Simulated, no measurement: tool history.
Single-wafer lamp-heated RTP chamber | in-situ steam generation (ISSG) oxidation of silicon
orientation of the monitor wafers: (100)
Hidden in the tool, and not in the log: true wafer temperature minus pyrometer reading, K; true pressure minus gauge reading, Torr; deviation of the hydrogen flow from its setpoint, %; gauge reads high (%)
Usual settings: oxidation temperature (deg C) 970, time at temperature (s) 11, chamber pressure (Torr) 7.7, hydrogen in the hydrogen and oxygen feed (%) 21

run,hour,oxidation temperature (deg C),time at temperature (s),chamber pressure (Torr),hydrogen in the hydrogen and oxygen feed (%),wafers since the last listed run,wafers since the last pyrometer calibration,hours since the pressure gauge was zeroed,hours since the hydrogen flow controller was replaced,hours since the gauge calibration,"read-back reference wafer on the same gauge, thickness",oxide thickness on the monitor wafer (angstrom)
1,0,982,11,6.9,21,0,793,3166.8,4118.8,1148.5,3.639,42.03
2,70.3,970,11,7.7,21,831,1625,3237.1,4189.1,1218.8,3.645,41.42
# hour 137.2: pressure gauge zeroed
3,139.6,970,11,7.7,21,725,2350,2.4,4258.4,1288.1,3.649,41.17
4,195.6,970,11,7.7,21,662,3013,58.4,4314.4,1344.1,3.651,41.96
5,232.8,970,11,7.7,21,440,3453,95.6,4351.6,1381.3,3.638,41.57
6,300.6,970,11,7.7,21,802,4255,163.4,4419.4,1449.1,3.642,41.66
# hour 326.6: hydrogen flow controller replaced
7,370.4,970,11,7.7,21,731,4986,233.2,43.8,1518.9,3.637,42.21
8,406.7,960,11,7.7,21,429,5416,269.5,80.1,1555.2,3.636,40.79
9,470.6,960,11,7.7,21,756,6172,333.4,144,1619.1,3.642,40.79
10,508.2,951,11,7.7,24,444,6617,371,181.6,1656.7,3.647,41.06
# hour 526.1: pyrometer window cleaned and pyrometer calibrated
11,573.3,970,11,7.7,21,675,558,436.1,246.7,1721.8,3.641,40.84
12,622.4,962,15,8.5,12,580,1139,485.2,295.8,1770.9,3.634,40.09
13,689.2,970,15,8.8,21,790,1929,552,362.6,1837.7,3.648,46.89
14,727.8,965,11,7.7,28,456,2386,590.6,401.2,1876.3,3.643,43.74
15,763.4,970,11,7.7,21,421,2807,626.2,436.8,1911.9,3.633,41.78
16,832.7,970,11,7.7,21,819,3627,695.5,506.1,1981.2,3.646,41.39
17,912.8,970,15,6.9,21,947,4574,775.6,586.2,2061.3,3.636,46.93
# hour 971.4: pyrometer window cleaned and pyrometer calibrated
# hour 974.9: gauge calibrated
18,978.7,970,11,7.7,21,685,85,841.5,652.1,3.8,3.641,40.37
19,1046,970,11,7.7,11,796,882,908.8,719.4,71.1,3.635,35.2
20,1106.2,951,8,7.7,21,712,1594,969,779.6,131.3,3.638,35.04
21,1172.3,970,11,7.7,21,782,2376,1035.1,845.7,197.4,3.637,41.76
22,1215,970,11,7.7,21,505,2881,1077.8,888.4,240.1,3.638,41.43
23,1330.9,979,11,7.7,13,1371,4252,1193.7,1004.3,356,3.644,38.24

Forecast run 24:
24,1381,957,7,9,15,592,4845,1243.8,1054.4,406.1,?,?

read-back reference wafer on the same gauge, thickness: 3.638
oxide thickness on the monitor wafer (angstrom): 30.76
Without the tool's hidden state the same run would have given oxide thickness on the monitor wafer (angstrom) 30.15.

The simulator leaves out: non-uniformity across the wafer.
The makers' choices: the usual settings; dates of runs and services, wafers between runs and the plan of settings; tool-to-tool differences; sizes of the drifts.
